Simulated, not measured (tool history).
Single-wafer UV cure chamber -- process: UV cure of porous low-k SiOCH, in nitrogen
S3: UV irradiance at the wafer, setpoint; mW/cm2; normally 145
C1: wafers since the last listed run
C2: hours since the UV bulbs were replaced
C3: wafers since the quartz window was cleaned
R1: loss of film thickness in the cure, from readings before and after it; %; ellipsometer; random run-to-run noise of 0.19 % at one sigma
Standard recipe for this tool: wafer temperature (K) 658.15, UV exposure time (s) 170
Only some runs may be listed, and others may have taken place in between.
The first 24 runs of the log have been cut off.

{"run": 25, "hour": 1172.5, "wafer temperature (K)": 643.15, "UV exposure time (s)": 135, "S3": 145, "C1": 166, "C2": 1683.1, "C3": 1415, "R1": 11.71}
{"run": 26, "hour": 1211.3, "wafer temperature (K)": 658.15, "UV exposure time (s)": 170, "S3": 145, "C1": 191, "C2": 1721.9, "C3": 1606, "R1": 13.124}
{"hour": 1281.2, "done": "UV bulbs replaced"}
{"run": 27, "hour": 1281.7, "wafer temperature (K)": 668.15, "UV exposure time (s)": 260, "S3": 175, "C1": 307, "C2": 0.5, "C3": 1913, "R1": 16.478}
{"run": 28, "hour": 1309.9, "wafer temperature (K)": 664.15, "UV exposure time (s)": 170, "S3": 130, "C1": 138, "C2": 28.7, "C3": 2052, "R1": 12.773}
{"run": 29, "hour": 1335.6, "wafer temperature (K)": 650.15, "UV exposure time (s)": 75, "S3": 174, "C1": 126, "C2": 54.4, "C3": 2179, "R1": 9.472}
{"run": 30, "hour": 1382.1, "wafer temperature (K)": 643.15, "UV exposure time (s)": 100, "S3": 181, "C1": 229, "C2": 100.9, "C3": 2408, "R1": 11.38}
{"run": 31, "hour": 1511.5, "wafer temperature (K)": 649.15, "UV exposure time (s)": 195, "S3": 145, "C1": 637, "C2": 230.3, "C3": 3045, "R1": 13.404}
{"run": 32, "hour": 1546.4, "wafer temperature (K)": 658.15, "UV exposure time (s)": 170, "S3": 145, "C1": 171, "C2": 265.2, "C3": 3217, "R1": 12.8}
{"hour": 1561.0, "done": "quartz window cleaned"}
{"run": 33, "hour": 1582.2, "wafer temperature (K)": 658.15, "UV exposure time (s)": 170, "S3": 145, "C1": 136, "C2": 301, "C3": 104, "R1": 14.059}
{"run": 34, "hour": 1646.4, "wafer temperature (K)": 658.15, "UV exposure time (s)": 170, "S3": 145, "C1": 316, "C2": 365.2, "C3": 420, "R1": 13.976}
{"run": 35, "hour": 1713.5, "wafer temperature (K)": 674.15, "UV exposure time (s)": 95, "S3": 145, "C1": 330, "C2": 432.3, "C3": 751, "R1": 11.089}
{"run": 36, "hour": 1759.9, "wafer temperature (K)": 676.15, "UV exposure time (s)": 170, "S3": 164, "C1": 228, "C2": 478.7, "C3": 979, "R1": 14.865}
{"run": 37, "hour": 1824.8, "wafer temperature (K)": 665.15, "UV exposure time (s)": 90, "S3": 121, "C1": 319, "C2": 543.6, "C3": 1299, "R1": 9.714}
{"run": 38, "hour": 1893.0, "wafer temperature (K)": 643.15, "UV exposure time (s)": 135, "S3": 145, "C1": 335, "C2": 611.8, "C3": 1635, "R1": 12.204}

Here are 5 independent what-if runs from the current tool condition. What would each one return?
{"run": "A", "hour": 1893.5, "wafer temperature (K)": 647.15, "UV exposure time (s)": 170, "S3": 145, "C1": 2, "C2": 612.3, "C3": 1637, "R1": "?"}
{"run": "B", "hour": 1893.5, "wafer temperature (K)": 670.15, "UV exposure time (s)": 215, "S3": 171, "C1": 2, "C2": 612.3, "C3": 1637, "R1": "?"}
{"run": "C", "hour": 1893.5, "wafer temperature (K)": 641.15, "UV exposure time (s)": 170, "S3": 145, "C1": 2, "C2": 612.3, "C3": 1637, "R1": "?"}
{"run": "D", "hour": 1893.5, "wafer temperature (K)": 664.15, "UV exposure time (s)": 170, "S3": 145, "C1": 2, "C2": 612.3, "C3": 1637, "R1": "?"}
{"run": "E", "hour": 1893.5, "wafer temperature (K)": 670.15, "UV exposure time (s)": 210, "S3": 172, "C1": 2, "C2": 612.3, "C3": 1637, "R1": "?"}

run=A R1=13.194
run=B R1=15.784
run=C R1=13.064
run=D R1=13.55
run=E R1=15.689
With no hidden state in the tool, these same runs would have given:
run=A R1=13.888
run=B R1=16.506
run=C R1=13.757
run=D R1=14.248
run=E R1=16.41
